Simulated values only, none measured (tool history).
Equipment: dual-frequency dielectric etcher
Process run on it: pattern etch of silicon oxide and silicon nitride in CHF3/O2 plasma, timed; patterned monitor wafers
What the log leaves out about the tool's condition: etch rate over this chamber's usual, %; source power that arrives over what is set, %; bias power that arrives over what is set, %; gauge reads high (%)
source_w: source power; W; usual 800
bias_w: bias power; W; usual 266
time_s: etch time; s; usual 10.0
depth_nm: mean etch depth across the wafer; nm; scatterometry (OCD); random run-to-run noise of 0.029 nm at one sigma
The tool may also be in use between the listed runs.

| run | day | source_w | bias_w | time_s | wafers since the last listed run | hours since the last wet clean | hours since the last source power generator calibration | hours since the last bias power generator calibration | hours since the last upper electrode change | hours since the gauge calibration | read-back reference wafer on the same gauge, depth_nm | depth_nm |
|---|---|---|---|---|---|---|---|---|---|---|---|---|
| 1 | 0.000 | 800 | 266 | 8.0 | 0 | 177.6 | 3786.4 | 1756.7 | 4224.1 | 127.5 | 20.19 | 15.73 |
| 2 | 1.229 | 690 | 266 | 10.5 | 631 | 207.1 | 3815.9 | 1786.2 | 4253.6 | 157.0 | 20.21 | 19.54 |
| 3 | 3.200 | 690 | 266 | 10.5 | 1012 | 254.4 | 3863.2 | 1833.5 | 4300.9 | 204.3 | 20.20 | 19.51 |
| 4 | 5.296 | 800 | 266 | 12.0 | 1076 | 304.7 | 3913.5 | 1883.8 | 4351.2 | 254.6 | 20.19 | 23.56 |
| 5 | 6.967 | 800 | 304 | 10.0 | 858 | 344.8 | 3953.6 | 1923.9 | 4391.3 | 294.7 | 20.19 | 20.43 |
| 6 | 8.638 | 800 | 266 | 10.0 | 858 | 384.9 | 3993.7 | 1964.0 | 4431.4 | 334.8 | 20.20 | 19.62 |
| 7 | 10.096 | 800 | 266 | 10.0 | 749 | 419.9 | 4028.7 | 1999.0 | 4466.4 | 369.8 | 20.19 | 19.59 |
| 8 | 11.258 | 800 | 234 | 10.0 | 597 | 447.8 | 4056.6 | 2026.9 | 4494.3 | 397.7 | 20.20 | 18.92 |
|  | 13.150 | wet clean of the chamber |
| 9 | 13.308 | 800 | 234 | 10.0 | 539 | 3.8 | 4105.8 | 2076.1 | 4543.5 | 446.9 | 20.20 | 19.09 |
| 10 | 14.842 | 800 | 234 | 10.0 | 787 | 40.6 | 4142.6 | 2112.9 | 4580.3 | 483.7 | 20.20 | 19.09 |
|  | 17.896 | bias power generator calibrated |
| 11 | 22.025 | 800 | 266 | 10.0 | 3605 | 213.0 | 4315.0 | 99.1 | 4752.7 | 656.1 | 20.21 | 19.54 |
| 12 | 24.079 | 800 | 266 | 10.0 | 1055 | 262.3 | 4364.3 | 148.4 | 4802.0 | 705.4 | 20.20 | 19.53 |
| 13 | 25.521 | 800 | 266 | 10.0 | 740 | 296.9 | 4398.9 | 183.0 | 4836.6 | 740.0 | 20.18 | 19.48 |
| 14 | 27.608 | 660 | 266 | 10.0 | 1072 | 347.0 | 4449.0 | 233.1 | 4886.7 | 790.1 | 20.19 | 18.18 |
|  | 28.550 | source power generator calibrated |
| 15 | 28.679 | 680 | 266 | 9.0 | 464 | 372.7 | 3.1 | 258.8 | 4912.4 | 815.8 | 20.20 | 16.46 |
|  | 30.212 | gauge calibrated |
|  | 30.942 | upper electrode replaced |
| 16 | 31.175 | 800 | 300 | 10.0 | 768 | 432.6 | 63.0 | 318.7 | 5.6 | 23.1 | 20.20 | 20.09 |
|  | 33.121 | wet clean of the chamber |
| 17 | 33.142 | 600 | 304 | 10.0 | 496 | 0.5 | 110.2 | 365.9 | 52.8 | 70.3 | 20.19 | 18.37 |
| 18 | 34.875 | 980 | 222 | 8.5 | 890 | 42.1 | 151.8 | 407.5 | 94.4 | 111.9 | 20.21 | 17.10 |
| 19 | 37.096 | 800 | 315 | 7.5 | 1141 | 95.4 | 205.1 | 460.8 | 147.7 | 165.2 | 20.19 | 15.41 |
| 20 | 38.721 | 610 | 238 | 10.0 | 835 | 134.4 | 244.1 | 499.8 | 186.7 | 204.2 | 20.18 | 17.15 |
| 21 | 39.746 | 930 | 266 | 11.5 | 526 | 159.0 | 268.7 | 524.4 | 211.3 | 228.8 | 20.21 | 23.80 |
| 22 | 42.600 | 800 | 266 | 9.0 | 1466 | 227.5 | 337.2 | 592.9 | 279.8 | 297.3 | 20.20 | 17.59 |
| 23 | 45.079 | 800 | 266 | 10.0 | 1273 | 287.0 | 396.7 | 652.4 | 339.3 | 356.8 | 20.21 | 19.52 |
| 24 | 47.575 | 800 | 266 | 10.0 | 1282 | 346.9 | 456.6 | 712.3 | 399.2 | 416.7 | 20.21 | 19.59 |
|  | 49.400 | wet clean of the chamber |
| 25 | 50.100 | 800 | 266 | 8.5 | 783 | 16.8 | 517.2 | 772.9 | 459.8 | 477.3 | 20.19 | 16.67 |

Selected run-to-run steps in depth_nm, each split into two signed amounts: the part the tool would show with no hidden state at all (from settings, incoming material and random variation), and the remainder, which goes to the hidden state together with any gauge scatter not common to the measured and the hidden-state-free results:
Run 10 -> 11: bias_w 234 -> 266, bias power generator calibrated. depth_nm +0.45 nm: hidden state -0.24, all else +0.69.
Run 16 -> 17: source_w 800 -> 600, bias_w 300 -> 304, wet clean of the chamber. depth_nm -1.72 nm: hidden state +0.19, all else -1.91.
Run 20 -> 21: source_w 610 -> 930, bias_w 238 -> 266, time_s 10.0 -> 11.5. depth_nm +6.65 nm: hidden state +0.00, all else +6.65.
Run 21 -> 22: source_w 930 -> 800, time_s 11.5 -> 9.0. depth_nm -6.21 nm: hidden state -0.02, all else -6.19.

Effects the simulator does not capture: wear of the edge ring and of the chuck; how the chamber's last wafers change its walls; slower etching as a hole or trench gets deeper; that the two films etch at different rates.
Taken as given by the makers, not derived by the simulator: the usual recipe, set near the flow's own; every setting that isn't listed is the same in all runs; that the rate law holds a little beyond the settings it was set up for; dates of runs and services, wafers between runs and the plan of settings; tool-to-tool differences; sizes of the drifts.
